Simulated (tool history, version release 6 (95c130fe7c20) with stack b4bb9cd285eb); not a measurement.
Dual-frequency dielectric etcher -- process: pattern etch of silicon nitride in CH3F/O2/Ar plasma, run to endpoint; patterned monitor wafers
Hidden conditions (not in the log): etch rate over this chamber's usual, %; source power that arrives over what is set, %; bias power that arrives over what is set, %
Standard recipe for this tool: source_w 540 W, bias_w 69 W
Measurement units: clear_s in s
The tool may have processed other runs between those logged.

run,hour,source_w,bias_w,wafers since the last listed run,hours since the last wet clean,hours since the last source power generator calibration,hours since the last bias power generator calibration,hours since the last upper electrode change,"incoming incoming film thickness, nm",clear_s
1,0.0,540,69,0,168.7,3272.2,1061.7,2731.5,51.8,68.2
2,50.0,540,69,797,218.7,3322.2,1111.7,2781.5,52.3,68.8
3,112.1,540,60,990,280.8,3384.3,1173.8,2843.6,51.9,70.8
4,158.3,540,60,737,327.0,3430.5,1220.0,2889.8,51.9,72.0
# hour 266.3: wet clean of the chamber
5,365.0,540,60,2915,98.7,3637.2,1426.7,3096.5,51.7,74.7
# hour 379.5: source power generator calibrated
# hour 463.4: upper electrode replaced
# hour 477.3: wet clean of the chamber, repeated, since the last time left the tool worse
6,477.8,600,61,1131,0.5,98.3,1539.5,14.4,52.1,68.4
7,516.9,600,61,623,39.6,137.4,1578.6,53.5,51.8,67.9
8,560.4,540,69,694,83.1,180.9,1622.1,97.0,52.1,69.8
9,612.6,410,59,832,135.3,233.1,1674.3,149.2,52.5,80.4
# hour 675.0: bias power generator calibrated
10,681.7,410,83,1038,204.4,302.2,6.7,218.3,51.5,73.7

Estimate the outcome of run 11 from the log above:
11,724.0,540,69,674,246.7,344.5,49.0,260.6,51.8,?

clear_s: 70.3 s
With the hidden condition absent and the run-to-run variation left alone, this run would have shown clear_s 68.5 s.

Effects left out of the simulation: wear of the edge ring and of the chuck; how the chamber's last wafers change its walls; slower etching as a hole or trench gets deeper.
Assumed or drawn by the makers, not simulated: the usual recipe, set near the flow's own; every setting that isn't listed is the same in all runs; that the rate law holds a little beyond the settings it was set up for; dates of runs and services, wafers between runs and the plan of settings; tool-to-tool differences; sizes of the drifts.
